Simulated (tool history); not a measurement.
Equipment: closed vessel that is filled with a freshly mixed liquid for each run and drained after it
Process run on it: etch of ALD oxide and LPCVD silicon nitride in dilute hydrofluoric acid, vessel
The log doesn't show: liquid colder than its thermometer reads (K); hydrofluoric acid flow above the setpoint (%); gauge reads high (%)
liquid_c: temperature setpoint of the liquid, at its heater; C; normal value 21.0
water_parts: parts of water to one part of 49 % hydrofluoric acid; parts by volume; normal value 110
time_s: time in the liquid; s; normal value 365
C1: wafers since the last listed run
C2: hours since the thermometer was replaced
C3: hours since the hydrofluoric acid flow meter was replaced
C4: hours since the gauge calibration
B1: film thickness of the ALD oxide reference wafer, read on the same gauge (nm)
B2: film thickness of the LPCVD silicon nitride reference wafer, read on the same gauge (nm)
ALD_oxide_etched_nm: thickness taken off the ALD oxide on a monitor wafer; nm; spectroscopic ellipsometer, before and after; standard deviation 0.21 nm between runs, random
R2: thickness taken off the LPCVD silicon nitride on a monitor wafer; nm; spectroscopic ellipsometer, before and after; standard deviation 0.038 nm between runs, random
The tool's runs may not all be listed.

{"run": 1, "hour": 0.0, "liquid_c": 21.0, "water_parts": 80, "time_s": 365, "C1": 0, "C2": 1830.3, "C3": 157.0, "C4": 866.2, "B1": 150.0, "B2": 79.991, "ALD_oxide_etched_nm": 61.09, "R2": 1.707}
{"run": 2, "hour": 51.1, "liquid_c": 21.0, "water_parts": 80, "time_s": 365, "C1": 5510, "C2": 1881.4, "C3": 208.1, "C4": 917.3, "B1": 150.03, "B2": 80.028, "ALD_oxide_etched_nm": 60.89, "R2": 1.602}
{"run": 3, "hour": 83.0, "liquid_c": 21.0, "water_parts": 135, "time_s": 365, "C1": 3440, "C2": 1913.3, "C3": 240.0, "C4": 949.2, "B1": 150.0, "B2": 80.004, "ALD_oxide_etched_nm": 33.83, "R2": 1.052}
{"run": 4, "hour": 118.1, "liquid_c": 21.0, "water_parts": 135, "time_s": 365, "C1": 3785, "C2": 1948.4, "C3": 275.1, "C4": 984.3, "B1": 149.98, "B2": 79.983, "ALD_oxide_etched_nm": 33.96, "R2": 0.993}
{"run": 5, "hour": 158.1, "liquid_c": 21.0, "water_parts": 110, "time_s": 365, "C1": 4313, "C2": 1988.4, "C3": 315.1, "C4": 1024.3, "B1": 150.02, "B2": 79.971, "ALD_oxide_etched_nm": 42.45, "R2": 1.244}
{"run": 6, "hour": 182.6, "liquid_c": 21.0, "water_parts": 110, "time_s": 365, "C1": 2642, "C2": 2012.9, "C3": 339.6, "C4": 1048.8, "B1": 149.99, "B2": 80.037, "ALD_oxide_etched_nm": 42.62, "R2": 1.234}
{"hour": 222.3, "done": "hydrofluoric acid flow meter replaced"}
{"run": 7, "hour": 230.0, "liquid_c": 22.0, "water_parts": 110, "time_s": 365, "C1": 5003, "C2": 2060.3, "C3": 7.7, "C4": 1096.2, "B1": 149.99, "B2": 80.002, "ALD_oxide_etched_nm": 44.51, "R2": 1.328}
{"run": 8, "hour": 286.3, "liquid_c": 21.0, "water_parts": 110, "time_s": 365, "C1": 6071, "C2": 2116.6, "C3": 64.0, "C4": 1152.5, "B1": 150.01, "B2": 79.98, "ALD_oxide_etched_nm": 42.53, "R2": 1.277}
{"run": 9, "hour": 335.3, "liquid_c": 21.0, "water_parts": 110, "time_s": 365, "C1": 5284, "C2": 2165.6, "C3": 113.0, "C4": 1201.5, "B1": 150.0, "B2": 79.935, "ALD_oxide_etched_nm": 42.44, "R2": 1.262}
{"run": 10, "hour": 394.7, "liquid_c": 21.0, "water_parts": 110, "time_s": 365, "C1": 6405, "C2": 2225.0, "C3": 172.4, "C4": 1260.9, "B1": 150.01, "B2": 80.007, "ALD_oxide_etched_nm": 42.34, "R2": 1.229}
{"run": 11, "hour": 428.9, "liquid_c": 21.0, "water_parts": 110, "time_s": 365, "C1": 3688, "C2": 2259.2, "C3": 206.6, "C4": 1295.1, "B1": 150.0, "B2": 79.981, "ALD_oxide_etched_nm": 42.36, "R2": 1.248}
{"run": 12, "hour": 464.9, "liquid_c": 21.0, "water_parts": 110, "time_s": 365, "C1": 3882, "C2": 2295.2, "C3": 242.6, "C4": 1331.1, "B1": 149.99, "B2": 80.023, "ALD_oxide_etched_nm": 42.1, "R2": 1.282}
{"hour": 639.0, "done": "hydrofluoric acid flow meter replaced"}
{"run": 13, "hour": 677.7, "liquid_c": 21.0, "water_parts": 110, "time_s": 365, "C1": 22840, "C2": 2508.0, "C3": 38.7, "C4": 1543.9, "B1": 150.0, "B2": 79.954, "ALD_oxide_etched_nm": 42.16, "R2": 1.202}
{"run": 14, "hour": 744.9, "liquid_c": 23.0, "water_parts": 130, "time_s": 575, "C1": 7246, "C2": 2575.2, "C3": 105.9, "C4": 1611.1, "B1": 149.99, "B2": 80.028, "ALD_oxide_etched_nm": 59.41, "R2": 1.86}
{"run": 15, "hour": 808.9, "liquid_c": 17.0, "water_parts": 90, "time_s": 365, "C1": 6901, "C2": 2639.2, "C3": 169.9, "C4": 1675.1, "B1": 150.0, "B2": 80.045, "ALD_oxide_etched_nm": 43.47, "R2": 1.105}
{"hour": 882.3, "done": "thermometer replaced"}
{"hour": 934.3, "done": "gauge calibrated"}
{"run": 16, "hour": 1010.1, "liquid_c": 21.0, "water_parts": 110, "time_s": 205, "C1": 21589, "C2": 127.8, "C3": 371.1, "C4": 75.8, "B1": 150.0, "B2": 79.987, "ALD_oxide_etched_nm": 25.6, "R2": 0.773}
{"run": 17, "hour": 1063.9, "liquid_c": 21.0, "water_parts": 110, "time_s": 365, "C1": 5801, "C2": 181.6, "C3": 424.9, "C4": 129.6, "B1": 149.99, "B2": 80.003, "ALD_oxide_etched_nm": 45.74, "R2": 1.37}
{"hour": 1075.0, "done": "hydrofluoric acid flow meter replaced"}
{"run": 18, "hour": 1100.6, "liquid_c": 21.0, "water_parts": 110, "time_s": 365, "C1": 3849, "C2": 218.3, "C3": 25.6, "C4": 166.3, "B1": 150.0, "B2": 79.985, "ALD_oxide_etched_nm": 45.68, "R2": 1.377}
{"run": 19, "hour": 1169.9, "liquid_c": 21.0, "water_parts": 110, "time_s": 365, "C1": 7473, "C2": 287.6, "C3": 94.9, "C4": 235.6, "B1": 150.0, "B2": 79.97, "ALD_oxide_etched_nm": 45.59, "R2": 1.373}
{"run": 20, "hour": 1207.0, "liquid_c": 22.5, "water_parts": 110, "time_s": 270, "C1": 4000, "C2": 324.7, "C3": 132.0, "C4": 272.7, "B1": 149.99, "B2": 80.049, "ALD_oxide_etched_nm": 35.5, "R2": 1.144}
{"run": 21, "hour": 1266.4, "liquid_c": 21.0, "water_parts": 65, "time_s": 230, "C1": 6405, "C2": 384.1, "C3": 191.4, "C4": 332.1, "B1": 150.0, "B2": 79.998, "ALD_oxide_etched_nm": 50.87, "R2": 1.447}
{"run": 22, "hour": 1327.2, "liquid_c": 21.0, "water_parts": 110, "time_s": 365, "C1": 6556, "C2": 444.9, "C3": 252.2, "C4": 392.9, "B1": 150.0, "B2": 79.939, "ALD_oxide_etched_nm": 45.01, "R2": 1.288}
{"run": 23, "hour": 1351.6, "liquid_c": 19.5, "water_parts": 160, "time_s": 575, "C1": 2631, "C2": 469.3, "C3": 276.6, "C4": 417.3, "B1": 150.0, "B2": 80.003, "ALD_oxide_etched_nm": 44.05, "R2": 1.33}
{"run": 24, "hour": 1382.4, "liquid_c": 26.0, "water_parts": 125, "time_s": 365, "C1": 3321, "C2": 500.1, "C3": 307.4, "C4": 448.1, "B1": 150.01, "B2": 80.026, "ALD_oxide_etched_nm": 47.94, "R2": 1.668}
{"run": 25, "hour": 1412.6, "liquid_c": 25.5, "water_parts": 130, "time_s": 190, "C1": 3256, "C2": 530.3, "C3": 337.6, "C4": 478.3, "B1": 149.99, "B2": 79.975, "ALD_oxide_etched_nm": 23.26, "R2": 0.798}
{"run": 26, "hour": 1456.5, "liquid_c": 21.0, "water_parts": 110, "time_s": 365, "C1": 4734, "C2": 574.2, "C3": 381.5, "C4": 522.2, "B1": 149.99, "B2": 79.962, "ALD_oxide_etched_nm": 45.31, "R2": 1.422}

Entry by entry between the runs, the difference in hidden state between the last listed run before and the first listed run after:
After run 6, before run 7: hydrofluoric acid flow meter replaced (hour 222.3)
  liquid colder than its thermometer reads (K): 2.03 -> 2.07
  measured minus no-state result, ALD_oxide_etched_nm: -3.68 -> -3.89 nm; R2: -0.182 -> -0.198 nm
After run 12, before run 13: hydrofluoric acid flow meter replaced (hour 639.0)
  liquid colder than its thermometer reads (K): 2.27 -> 2.44
  measured minus no-state result, ALD_oxide_etched_nm: -4.09 -> -4.43 nm; R2: -0.213 -> -0.216 nm
After run 15, before run 16: thermometer replaced (hour 882.3); gauge calibrated (hour 934.3)
  liquid colder than its thermometer reads (K): 2.55 -> 0.322
  measured minus no-state result, ALD_oxide_etched_nm: -5.03 -> -0.34 nm; R2: -0.219 -> -0.016 nm
After run 17, before run 18: hydrofluoric acid flow meter replaced (hour 1075.0)
  liquid colder than its thermometer reads (K): 0.366 -> 0.397
  measured minus no-state result, ALD_oxide_etched_nm: -0.70 -> -0.75 nm; R2: -0.034 -> -0.038 nm
